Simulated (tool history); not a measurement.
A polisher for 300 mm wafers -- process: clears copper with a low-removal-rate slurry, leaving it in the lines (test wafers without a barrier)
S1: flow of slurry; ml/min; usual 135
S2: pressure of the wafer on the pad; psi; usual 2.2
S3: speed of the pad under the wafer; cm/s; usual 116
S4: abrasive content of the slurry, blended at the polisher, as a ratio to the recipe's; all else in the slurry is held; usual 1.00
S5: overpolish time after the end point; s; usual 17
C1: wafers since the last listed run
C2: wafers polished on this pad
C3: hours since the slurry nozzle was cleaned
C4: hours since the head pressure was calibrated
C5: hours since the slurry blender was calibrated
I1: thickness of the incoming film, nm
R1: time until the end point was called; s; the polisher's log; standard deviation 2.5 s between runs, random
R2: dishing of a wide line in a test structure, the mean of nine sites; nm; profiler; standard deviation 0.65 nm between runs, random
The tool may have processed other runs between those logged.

run 1 day=0.000 | S1=135 S2=2.2 S3=128 S4=1.00 S5=17 | C1=0 C2=116 C3=191.8 C4=629.3 C5=413.2 | I1=244.8 | R1=115.7 R2=27.7
run 2 day=1.329 | S1=150 S2=2.7 S3=116 S4=1.00 S5=17 | C1=181 C2=297 C3=223.7 C4=661.2 C5=445.1 | I1=250.2 | R1=108.9 R2=31.4
-- day=3.225 slurry blender recalibrated
run 3 day=8.271 | S1=150 S2=2.7 S3=116 S4=1.00 S5=17 | C1=934 C2=1232 C3=390.3 C4=827.8 C5=121.1 | I1=246.5 | R1=113.5 R2=29.2
run 4 day=9.933 | S1=150 S2=2.7 S3=116 S4=1.00 S5=17 | C1=226 C2=1458 C3=430.2 C4=867.7 C5=161.0 | I1=249.4 | R1=114.2 R2=30.1
-- day=14.929 head pressure recalibrated
run 5 day=16.158 | S1=135 S2=2.2 S3=116 S4=1.00 S5=17 | C1=836 C2=2295 C3=579.6 C4=29.5 C5=310.4 | I1=250.0 | R1=149.0 R2=23.6
run 6 day=18.496 | S1=135 S2=2.2 S3=116 S4=1.00 S5=17 | C1=318 C2=2613 C3=635.7 C4=85.6 C5=366.5 | I1=251.2 | R1=145.8 R2=24.5
-- day=20.638 slurry nozzle cleaned
run 7 day=20.792 | S1=135 S2=2.2 S3=116 S4=1.00 S5=17 | C1=307 C2=2920 C3=3.7 C4=140.7 C5=421.6 | I1=246.9 | R1=143.8 R2=23.1
-- day=22.483 slurry blender recalibrated
run 8 day=23.221 | S1=135 S2=2.8 S3=126 S4=1.00 S5=17 | C1=319 C2=3240 C3=62.0 C4=199.0 C5=17.7 | I1=245.2 | R1=106.8 R2=30.1
-- day=23.958 worn pad replaced by a new one
run 9 day=24.462 | S1=170 S2=1.6 S3=116 S4=1.00 S5=23 | C1=146 C2=68 C3=91.8 C4=228.8 C5=47.5 | I1=249.4 | R1=168.3 R2=26.4
run 10 day=26.142 | S1=135 S2=2.2 S3=116 S4=1.00 S5=17 | C1=228 C2=297 C3=132.1 C4=269.1 C5=87.8 | I1=247.6 | R1=135.1 R2=26.1
run 11 day=28.471 | S1=135 S2=2.2 S3=116 S4=1.00 S5=9 | C1=317 C2=614 C3=188.0 C4=325.0 C5=143.7 | I1=251.6 | R1=137.5 R2=14.3
run 12 day=30.438 | S1=135 S2=2.2 S3=148 S4=1.00 S5=17 | C1=267 C2=882 C3=235.2 C4=372.2 C5=190.9 | I1=251.5 | R1=112.4 R2=29.5
run 13 day=32.079 | S1=135 S2=1.9 S3=116 S4=1.00 S5=17 | C1=223 C2=1106 C3=274.6 C4=411.6 C5=230.3 | I1=248.5 | R1=162.7 R2=21.6
-- day=40.954 slurry blender recalibrated
run 14 day=40.975 | S1=105 S2=2.2 S3=116 S4=1.00 S5=17 | C1=1200 C2=2306 C3=488.1 C4=625.1 C5=0.5 | I1=252.1 | R1=159.0 R2=21.5
run 15 day=42.375 | S1=110 S2=2.2 S3=82 S4=1.25 S5=17 | C1=190 C2=2497 C3=521.7 C4=658.7 C5=34.1 | I1=251.4 | R1=210.7 R2=16.3
run 16 day=44.775 | S1=135 S2=2.2 S3=116 S4=0.80 S5=17 | C1=326 C2=2824 C3=579.3 C4=716.3 C5=91.7 | I1=249.7 | R1=156.4 R2=22.1
-- day=47.696 slurry nozzle cleaned
-- day=47.758 worn pad replaced by a new one
run 17 day=47.779 | S1=135 S2=2.2 S3=80 S4=1.00 S5=24 | C1=394 C2=2 C3=2.0 C4=788.4 C5=163.8 | I1=248.6 | R1=183.6 R2=25.8
run 18 day=49.658 | S1=95 S2=2.2 S3=116 S4=1.00 S5=17 | C1=256 C2=258 C3=47.1 C4=833.5 C5=208.9 | I1=251.8 | R1=145.7 R2=24.3
run 19 day=52.600 | S1=105 S2=1.5 S3=92 S4=1.00 S5=26 | C1=400 C2=659 C3=117.7 C4=904.1 C5=279.5 | I1=248.4 | R1=248.5 R2=20.6
-- day=54.929 head pressure recalibrated
run 20 day=55.121 | S1=135 S2=2.2 S3=90 S4=0.90 S5=17 | C1=332 C2=991 C3=178.2 C4=4.6 C5=340.0 | I1=247.7 | R1=181.0 R2=19.5
run 21 day=57.571 | S1=155 S2=2.2 S3=116 S4=1.00 S5=17 | C1=333 C2=1325 C3=237.0 C4=63.4 C5=398.8 | I1=250.9 | R1=139.6 R2=25.5
run 22 day=59.550 | S1=135 S2=2.2 S3=116 S4=1.00 S5=12 | C1=269 C2=1595 C3=284.5 C4=110.9 C5=446.3 | I1=246.3 | R1=136.9 R2=18.0
run 23 day=60.762 | S1=135 S2=2.2 S3=116 S4=1.00 S5=17 | C1=165 C2=1760 C3=313.6 C4=140.0 C5=475.4 | I1=250.7 | R1=142.4 R2=24.1
-- day=61.429 slurry blender recalibrated
-- day=66.525 worn pad replaced by a new one
run 24 day=68.996 | S1=110 S2=2.2 S3=82 S4=1.25 S5=17 | C1=1087 C2=336 C3=511.2 C4=337.6 C5=181.6 | I1=250.7 | R1=188.6 R2=19.2
run 25 day=70.496 | S1=135 S2=1.9 S3=76 S4=1.00 S5=17 | C1=204 C2=541 C3=547.2 C4=373.6 C5=217.6 | I1=250.2 | R1=235.3 R2=15.3
run 26 day=73.421 | S1=135 S2=2.2 S3=154 S4=1.20 S5=11 | C1=398 C2=939 C3=617.4 C4=443.8 C5=287.8 | I1=250.7 | R1=99.1 R2=22.4
-- day=74.129 slurry nozzle cleaned
run 27 day=75.862 | S1=135 S2=2.2 S3=116 S4=1.00 S5=17 | C1=326 C2=1266 C3=41.6 C4=502.4 C5=346.4 | I1=253.8 | R1=146.1 R2=23.9
run 28 day=77.617 | S1=135 S2=2.2 S3=136 S4=1.00 S5=17 | C1=239 C2=1505 C3=83.7 C4=544.5 C5=388.5 | I1=253.4 | R1=121.4 R2=27.8
-- day=80.154 slurry blender recalibrated
run 29 day=80.404 | S1=135 S2=2.2 S3=116 S4=1.00 S5=17 | C1=368 C2=1874 C3=150.6 C4=611.4 C5=6.0 | I1=249.6 | R1=146.1 R2=24.3

Below are 3 alternative next runs, each starting from the tool's condition after run 29. Predict each:
run A day=80.425 | S1=135 S2=2.2 S3=116 S4=1.00 S5=17 | C1=2 C2=1877 C3=151.1 C4=611.9 C5=6.5 | I1=245.4 | R1=? R2=?
run B day=80.425 | S1=170 S2=1.7 S3=116 S4=0.85 S5=17 | C1=2 C2=1877 C3=151.1 C4=611.9 C5=6.5 | I1=245.4 | R1=? R2=?
run C day=80.425 | S1=135 S2=2.2 S3=156 S4=1.10 S5=17 | C1=2 C2=1877 C3=151.1 C4=611.9 C5=6.5 | I1=245.4 | R1=? R2=?

run=A R1=139.5 R2=24.5
run=B R1=174.2 R2=19.9
run=C R1=101.8 R2=32.3
Stripped of hidden state, with their random variation kept, the same runs would have yielded:
run=A R1=123.8 R2=27.3
run=B R1=154.6 R2=22.1
run=C R1=90.4 R2=35.7

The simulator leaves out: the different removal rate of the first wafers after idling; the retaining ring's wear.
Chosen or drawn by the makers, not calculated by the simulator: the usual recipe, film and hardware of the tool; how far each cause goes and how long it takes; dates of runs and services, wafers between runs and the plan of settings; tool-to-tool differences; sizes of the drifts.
